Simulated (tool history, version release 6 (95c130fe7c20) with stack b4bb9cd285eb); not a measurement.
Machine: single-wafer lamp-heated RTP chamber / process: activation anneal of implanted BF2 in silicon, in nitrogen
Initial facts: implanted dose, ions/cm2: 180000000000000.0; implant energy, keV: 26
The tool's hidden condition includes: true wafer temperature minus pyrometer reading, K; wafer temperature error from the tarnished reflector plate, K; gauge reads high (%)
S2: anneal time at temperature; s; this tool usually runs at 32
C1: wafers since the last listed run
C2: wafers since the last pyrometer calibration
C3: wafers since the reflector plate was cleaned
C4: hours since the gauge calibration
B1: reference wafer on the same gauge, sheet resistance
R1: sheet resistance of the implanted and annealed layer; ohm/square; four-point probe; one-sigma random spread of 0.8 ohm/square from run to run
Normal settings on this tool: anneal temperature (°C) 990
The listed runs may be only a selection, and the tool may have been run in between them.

run 1 day=0.000 | anneal_temperature_(°C)=990 S2=32 | C1=0 C2=3934 C3=3944 C4=437.9 | B1=474.99 | R1=530.97
run 2 day=2.462 | anneal_temperature_(°C)=990 S2=32 | C1=1022 C2=4957 C3=4967 C4=497.0 | B1=475.11 | R1=531.02
-- day=2.904 pyrometer window cleaned and pyrometer calibrated
run 3 day=4.662 | anneal_temperature_(°C)=990 S2=32 | C1=775 C2=730 C3=5742 C4=549.8 | B1=474.89 | R1=530.94
-- day=5.288 reflector plate cleaned
run 4 day=7.638 | anneal_temperature_(°C)=990 S2=25 | C1=1097 C2=1828 C3=975 C4=621.2 | B1=475.04 | R1=531.56
run 5 day=10.567 | anneal_temperature_(°C)=990 S2=25 | C1=1216 C2=3044 C3=2192 C4=691.5 | B1=475.01 | R1=532.37
run 6 day=11.838 | anneal_temperature_(°C)=990 S2=25 | C1=527 C2=3572 C3=2720 C4=722.0 | B1=474.88 | R1=532.03
-- day=17.171 reflector plate cleaned
-- day=17.608 pyrometer window cleaned and pyrometer calibrated
run 7 day=17.629 | anneal_temperature_(°C)=990 S2=32 | C1=2128 C2=9 C3=52 C4=861.0 | B1=474.97 | R1=531.37
run 8 day=18.792 | anneal_temperature_(°C)=990 S2=32 | C1=482 C2=491 C3=535 C4=888.9 | B1=475.00 | R1=530.31
run 9 day=20.871 | anneal_temperature_(°C)=990 S2=32 | C1=863 C2=1355 C3=1399 C4=938.8 | B1=474.95 | R1=530.43
run 10 day=22.667 | anneal_temperature_(°C)=1002 S2=32 | C1=745 C2=2101 C3=2145 C4=981.9 | B1=474.99 | R1=526.97
run 11 day=25.617 | anneal_temperature_(°C)=1002 S2=32 | C1=1225 C2=3327 C3=3370 C4=1052.7 | B1=475.01 | R1=529.56
-- day=26.954 gauge calibrated
run 12 day=28.583 | anneal_temperature_(°C)=990 S2=21 | C1=1232 C2=4559 C3=4603 C4=39.1 | B1=474.99 | R1=534.03
-- day=29.204 pyrometer window cleaned and pyrometer calibrated
run 13 day=29.867 | anneal_temperature_(°C)=990 S2=21 | C1=394 C2=274 C3=4997 C4=69.9 | B1=474.99 | R1=533.02
-- day=32.446 reflector plate cleaned
run 14 day=32.483 | anneal_temperature_(°C)=990 S2=32 | C1=948 C2=1223 C3=15 C4=132.7 | B1=474.98 | R1=529.14
run 15 day=35.046 | anneal_temperature_(°C)=990 S2=32 | C1=1064 C2=2287 C3=1079 C4=194.2 | B1=474.97 | R1=530.42
run 16 day=36.233 | anneal_temperature_(°C)=990 S2=32 | C1=493 C2=2781 C3=1573 C4=222.7 | B1=475.00 | R1=530.14
run 17 day=38.638 | anneal_temperature_(°C)=973 S2=22 | C1=998 C2=3779 C3=2571 C4=280.4 | B1=474.92 | R1=539.12
run 18 day=40.812 | anneal_temperature_(°C)=973 S2=41 | C1=903 C2=4683 C3=3475 C4=332.6 | B1=474.93 | R1=535.56
-- day=41.612 pyrometer window cleaned and pyrometer calibrated
run 19 day=42.354 | anneal_temperature_(°C)=990 S2=32 | C1=501 C2=307 C3=3977 C4=369.6 | B1=474.99 | R1=530.74
run 20 day=43.738 | anneal_temperature_(°C)=1013 S2=44 | C1=574 C2=881 C3=4551 C4=402.8 | B1=474.93 | R1=524.21
run 21 day=45.050 | anneal_temperature_(°C)=990 S2=32 | C1=545 C2=1427 C3=5097 C4=434.3 | B1=474.99 | R1=531.29
run 22 day=46.212 | anneal_temperature_(°C)=970 S2=32 | C1=482 C2=1910 C3=5579 C4=462.2 | B1=475.00 | R1=538.98
-- day=47.175 reflector plate cleaned
run 23 day=48.296 | anneal_temperature_(°C)=1007 S2=46 | C1=726 C2=2637 C3=465 C4=512.2 | B1=474.99 | R1=523.41
run 24 day=49.617 | anneal_temperature_(°C)=990 S2=48 | C1=548 C2=3185 C3=1013 C4=543.9 | B1=475.05 | R1=527.23
run 25 day=50.708 | anneal_temperature_(°C)=963 S2=48 | C1=453 C2=3639 C3=1467 C4=570.1 | B1=474.95 | R1=542.47
run 26 day=53.175 | anneal_temperature_(°C)=990 S2=39 | C1=1024 C2=4663 C3=2491 C4=629.3 | B1=475.02 | R1=528.99
-- day=55.042 pyrometer window cleaned and pyrometer calibrated
run 27 day=55.821 | anneal_temperature_(°C)=990 S2=32 | C1=960 C2=323 C3=3452 C4=692.8 | B1=475.03 | R1=531.07
run 28 day=57.792 | anneal_temperature_(°C)=1017 S2=40 | C1=818 C2=1142 C3=4271 C4=740.1 | B1=474.91 | R1=524.02
-- day=59.408 reflector plate cleaned
run 29 day=59.817 | anneal_temperature_(°C)=990 S2=32 | C1=702 C2=1844 C3=170 C4=788.7 | B1=474.98 | R1=530.32
run 30 day=61.700 | anneal_temperature_(°C)=990 S2=25 | C1=782 C2=2627 C3=952 C4=833.9 | B1=474.97 | R1=532.11
-- day=62.796 gauge calibrated
run 31 day=63.354 | anneal_temperature_(°C)=969 S2=15 | C1=687 C2=3314 C3=1639 C4=13.4 | B1=475.12 | R1=546.48
run 32 day=65.229 | anneal_temperature_(°C)=990 S2=44 | C1=778 C2=4093 C3=2418 C4=58.4 | B1=475.18 | R1=529.19
run 33 day=66.617 | anneal_temperature_(°C)=977 S2=17 | C1=576 C2=4669 C3=2995 C4=91.7 | B1=474.99 | R1=538.79

Predict each of these 4 candidate next runs independently; none follows another, all start after run 33:
run A day=66.633 | anneal_temperature_(°C)=990 S2=14 | C1=6 C2=4676 C3=3001 C4=92.1 | B1=? | R1=?
run B day=66.633 | anneal_temperature_(°C)=1004 S2=26 | C1=6 C2=4676 C3=3001 C4=92.1 | B1=? | R1=?
run C day=66.633 | anneal_temperature_(°C)=990 S2=45 | C1=6 C2=4676 C3=3001 C4=92.1 | B1=? | R1=?
run D day=66.633 | anneal_temperature_(°C)=998 S2=44 | C1=6 C2=4676 C3=3001 C4=92.1 | B1=? | R1=?

run=A B1=475.02 R1=534.62
run=B B1=475.02 R1=528.77
run=C B1=475.02 R1=527.71
run=D B1=475.02 R1=526.11
Take away the tool's hidden state, keep each run's random variation, and the runs would have read:
run=A R1=534.62
run=B R1=528.77
run=C R1=527.71
run=D R1=526.11

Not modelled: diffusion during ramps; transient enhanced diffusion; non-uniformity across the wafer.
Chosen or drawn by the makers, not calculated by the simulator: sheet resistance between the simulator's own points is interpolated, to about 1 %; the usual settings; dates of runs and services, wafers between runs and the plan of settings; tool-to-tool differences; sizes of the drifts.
